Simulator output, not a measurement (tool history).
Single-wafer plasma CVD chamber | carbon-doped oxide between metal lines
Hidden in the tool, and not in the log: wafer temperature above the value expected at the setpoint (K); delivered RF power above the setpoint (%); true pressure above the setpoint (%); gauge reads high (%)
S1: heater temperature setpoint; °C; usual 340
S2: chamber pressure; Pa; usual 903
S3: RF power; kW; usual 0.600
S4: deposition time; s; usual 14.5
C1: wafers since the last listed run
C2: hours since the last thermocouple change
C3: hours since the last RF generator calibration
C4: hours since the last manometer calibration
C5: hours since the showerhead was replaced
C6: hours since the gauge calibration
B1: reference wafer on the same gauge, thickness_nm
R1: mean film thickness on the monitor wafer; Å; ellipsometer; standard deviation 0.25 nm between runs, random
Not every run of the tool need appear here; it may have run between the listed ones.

run   hour   S1    S2     S3    S4    C1      C2      C3      C4      C5     C6       B1       R1
  1    0.0  340   903  0.600  14.5     0  1856.5  2217.2  2276.0  4032.4   63.3  109.461   892.05
  2   25.4  340   903  0.600  14.5   849  1881.9  2242.6  2301.4  4057.8   88.7  109.620   889.49
  3  113.4  340   903  0.600  14.5  2943  1969.9  2330.6  2389.4  4145.8  176.7  109.585   890.16
  4  137.7  340   903  0.600  14.5   812  1994.2  2354.9  2413.7  4170.1  201.0  109.616   888.08
  5  153.7  340   903  0.600  14.5   535  2010.2  2370.9  2429.7  4186.1  217.0  109.562   887.53
  6  178.7  340   903  0.505  14.5   836  2035.2  2395.9  2454.7  4211.1  242.0  109.628   801.09
  7  204.0  340   903  0.505  14.5   846  2060.5  2421.2  2480.0  4236.4  267.3  109.525   798.09
  8  234.9  340  1041  0.600  14.5  1033  2091.4  2452.1  2510.9  4267.3  298.2  109.553   892.49
     262.4  -- capacitance manometer re-zeroed and calibrated
  9  263.4  340   767  0.600  14.5   685  2119.9  2480.6     1.0  4295.8  326.7  109.666   872.63
     276.6  -- RF generator calibrated
 10  287.6  340   903  0.600  14.5   541  2144.1    11.0    25.2  4320.0  350.9  109.702   928.05
 11  303.0  340   903  0.600  13.2   515  2159.5    26.4    40.6  4335.4  366.3  109.594   846.76
 12  321.7  340   903  0.600  14.5   625  2178.2    45.1    59.3  4354.1  385.0  109.591   933.07
 13  339.1  340   903  0.600  14.5   582  2195.6    62.5    76.7  4371.5  402.4  109.587   929.41
     365.2  -- showerhead replaced
     372.4  -- thermocouple changed; heater temperature recalibrated
 14  372.9  329  1092  0.510  12.9   621     0.5    96.3   110.5     7.7  436.2  109.625   796.50
 15  394.5  340   903  0.600  14.5   722    22.1   117.9   132.1    29.3  457.8  109.532   930.53
     420.8  -- gauge calibrated
 16  428.7  340   903  0.505  14.5  1143    56.3   152.1   166.3    63.5    7.9  109.456   841.90
 17  442.2  352  1073  0.715  15.5   451    69.8   165.6   179.8    77.0   21.4  109.613  1058.24
 18  464.4  331   811  0.600  14.5   742    92.0   187.8   202.0    99.2   43.6  109.524   952.87
 19  500.0  340   707  0.600  14.5  1190   127.6   223.4   237.6   134.8   79.2  109.562   910.41
 20  513.6  340  1087  0.600  15.7   454   141.2   237.0   251.2   148.4   92.8  109.677  1012.68
 21  530.5  352   903  0.555  14.5   565   158.1   253.9   268.1   165.3  109.7  109.599   849.30
 22  549.8  340   903  0.680  11.8   645   177.4   273.2   287.4   184.6  129.0  109.565   817.08
 23  568.8  326  1027  0.500  16.7   635   196.4   292.2   306.4   203.6  148.0  109.554  1021.44
 24  592.1  340   903  0.600  14.5   779   219.7   315.5   329.7   226.9  171.3  109.518   933.26

What does the tool deliver on the next run?
 25  625.0  340  903  0.535  13.6  1100  252.6  348.4  362.6  259.8  204.2   ?   ?

{"run 25": {"B1": 109.543, "R1": 817.26}}
The same run, on a tool lacking any hidden state, would have yielded R1 820.52 Å.
